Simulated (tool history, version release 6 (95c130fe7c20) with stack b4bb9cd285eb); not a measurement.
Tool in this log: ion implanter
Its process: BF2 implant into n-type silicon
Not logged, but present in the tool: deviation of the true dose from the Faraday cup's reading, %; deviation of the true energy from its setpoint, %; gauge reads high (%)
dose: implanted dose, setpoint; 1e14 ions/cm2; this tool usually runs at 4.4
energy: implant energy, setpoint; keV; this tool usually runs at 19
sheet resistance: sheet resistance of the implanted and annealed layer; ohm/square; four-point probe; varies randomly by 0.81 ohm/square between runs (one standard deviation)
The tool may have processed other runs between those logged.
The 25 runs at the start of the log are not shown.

| run | hour | dose | energy | wafers since the last listed run | hours since the last dose calibration | hours since the extraction supply was calibrated | hours since the gauge calibration | read-back reference wafer on the same gauge, sheet resistance | sheet resistance |
|---|---|---|---|---|---|---|---|---|---|
| 26 | 638.6 | 3.37 | 22 | 387 | 436 | 290.3 | 270.3 | 254.33 | 321.39 |
| 27 | 655.4 | 5.4 | 19 | 286 | 452.8 | 307.1 | 287.1 | 254.26 | 236.32 |
| 28 | 679 | 4.4 | 23 | 402 | 476.4 | 330.7 | 310.7 | 253.94 | 260.65 |
| 29 | 698.9 | 4.95 | 22.5 | 339 | 496.3 | 350.6 | 330.6 | 254.16 | 239.48 |
| 30 | 731.8 | 4.4 | 19 | 561 | 529.2 | 383.5 | 363.5 | 253.99 | 268.14 |
| 31 | 744.3 | 4.85 | 25 | 213 | 541.7 | 396 | 376 | 254.15 | 238.96 |
| 32 | 776.6 | 5.54 | 21.5 | 551 | 574 | 428.3 | 408.3 | 254.02 | 224.29 |
| 33 | 809.5 | 3.7 | 25 | 561 | 606.9 | 461.2 | 441.2 | 254.03 | 292.64 |
| 34 | 829.7 | 3.3 | 24 | 344 | 627.1 | 481.4 | 461.4 | 254.35 | 320.18 |
| 35 | 849.5 | 4.4 | 19 | 337 | 646.9 | 501.2 | 481.2 | 254.1 | 267.96 |
| 36 | 911.7 | 4.81 | 22 | 1061 | 709.1 | 563.4 | 543.4 | 254.2 | 243.37 |
| 37 | 932.3 | 3.87 | 16.5 | 351 | 729.7 | 584 | 564 | 254.07 | 301.33 |

Branching from run 37: 4 alternative next runs. What would each branch give?
| A | 932.7 | 5.66 | 19 | 6 | 730.1 | 584.4 | 564.4 | ? | ? |
| B | 932.7 | 5.17 | 19 | 6 | 730.1 | 584.4 | 564.4 | ? | ? |
| C | 932.7 | 3.11 | 15.5 | 6 | 730.1 | 584.4 | 564.4 | ? | ? |
| D | 932.7 | 3.91 | 14 | 6 | 730.1 | 584.4 | 564.4 | ? | ? |

| run | read-back reference wafer on the same gauge, sheet resistance | sheet resistance |
|---|---|---|
| A | 254.19 | 228.68 |
| B | 254.19 | 241.26 |
| C | 254.19 | 356.5 |
| D | 254.19 | 309.43 |
What these runs would have given with no unlogged condition in the tool:
| run | sheet resistance |
|---|---|
| A | 235.24 |
| B | 248.7 |
| C | 369.99 |
| D | 319.6 |

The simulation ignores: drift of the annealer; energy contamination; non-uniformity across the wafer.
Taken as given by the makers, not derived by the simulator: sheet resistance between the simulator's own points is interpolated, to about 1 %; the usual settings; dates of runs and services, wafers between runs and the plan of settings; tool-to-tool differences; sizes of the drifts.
